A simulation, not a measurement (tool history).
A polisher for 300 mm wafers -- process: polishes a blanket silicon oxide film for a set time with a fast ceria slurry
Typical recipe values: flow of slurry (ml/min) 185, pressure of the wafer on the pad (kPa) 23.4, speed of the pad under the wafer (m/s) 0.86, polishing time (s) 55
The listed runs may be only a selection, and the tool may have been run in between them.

run    hour  flow of slurry (ml/min)  pressure of the wafer on the pad (kPa)  speed of the pad under the wafer (m/s)  polishing time (s)  wafers since the last listed run  wafers polished on this pad  hours since the slurry nozzle was cleaned  hours since the head pressure was calibrated  incoming thickness of the incoming film, nm  film removed (Å)
  1       0                      185                                    23.4                                    0.86                  55                                 0                         1392                                      478.1                                          86.6                                       3712.6              7240
  2    65.7                      185                                    23.4                                    0.86                  55                               748                         2141                                      543.8                                         152.3                                       3763.8              7156
  3    98.3                      185                                    23.4                                    0.86                  55                               371                         2513                                      576.4                                         184.9                                         3708              7186
  4   156.5                      185                                    23.4                                    0.86                  55                               663                         3176                                      634.6                                         243.1                                       3685.9              7245
      186.7  -- worn pad replaced by a new one
  5   187.2                      205                                    23.4                                    0.86                  55                               304                            5                                      665.3                                         273.8                                       3742.9              7270
      196.2  -- slurry nozzle cleaned
  6   239.9                      205                                    23.4                                    0.86                  55                               589                          594                                       43.7                                         326.5                                       3684.4              7558
  7   285.2                      185                                    23.4                                    0.86                  55                               516                         1110                                         89                                         371.8                                       3698.5              7379
  8   335.7                      185                                    23.4                                    0.86                  55                               575                         1686                                      139.5                                         422.3                                       3705.5              7454
  9   396.8                      185                                    23.4                                    0.86                  55                               696                         2383                                      200.6                                         483.4                                       3664.7              7376
      439.7  -- head pressure recalibrated
      473.3  -- worn pad replaced by a new one
 10   586.7                      185                                    23.4                                    0.86                  64                              2096                         1292                                      390.5                                           147                                       3722.8              8555
      738.1  -- worn pad replaced by a new one
 11   796.7                      185                                    28.3                                    0.86                  55                              2348                          667                                      600.5                                           357                                       3665.3              8610
 12   847.4                      185                                    28.3                                    0.86                  55                               577                         1245                                      651.2                                         407.7                                       3732.7              8624
 13   882.3                      185                                    23.4                                    1.08                  55                               397                         1643                                      686.1                                         442.6                                       3737.1              8983
        923  -- slurry nozzle cleaned
 14   928.6                      185                                    23.4                                    1.02                  74                               516                         2160                                        5.6                                         488.9                                       3666.3             12033
 15   973.4                      185                                    23.4                                    0.86                  55                               510                         2670                                       50.4                                         533.7                                       3690.4              7468
      996.1  -- worn pad replaced by a new one
     1001.9  -- head pressure recalibrated
 16  1015.6                      145                                    23.4                                    0.86                  43                               412                          199                                       92.6                                          13.7                                       3664.1              5605
 17    1043                      185                                    23.4                                     1.1                  55                               312                          511                                        120                                          41.1                                       3729.1              9441

For run 18, what comes out?
 18  1075.9                      185                                    17.9                                    1.08                  62                               375                          886                                      152.9                                            74                                       3740.8                 ?

{"run 18": {"film removed (Å)": 8100}}
If the tool had no hidden condition, the same run with the same run-to-run variation would have returned film removed (Å) 8167.

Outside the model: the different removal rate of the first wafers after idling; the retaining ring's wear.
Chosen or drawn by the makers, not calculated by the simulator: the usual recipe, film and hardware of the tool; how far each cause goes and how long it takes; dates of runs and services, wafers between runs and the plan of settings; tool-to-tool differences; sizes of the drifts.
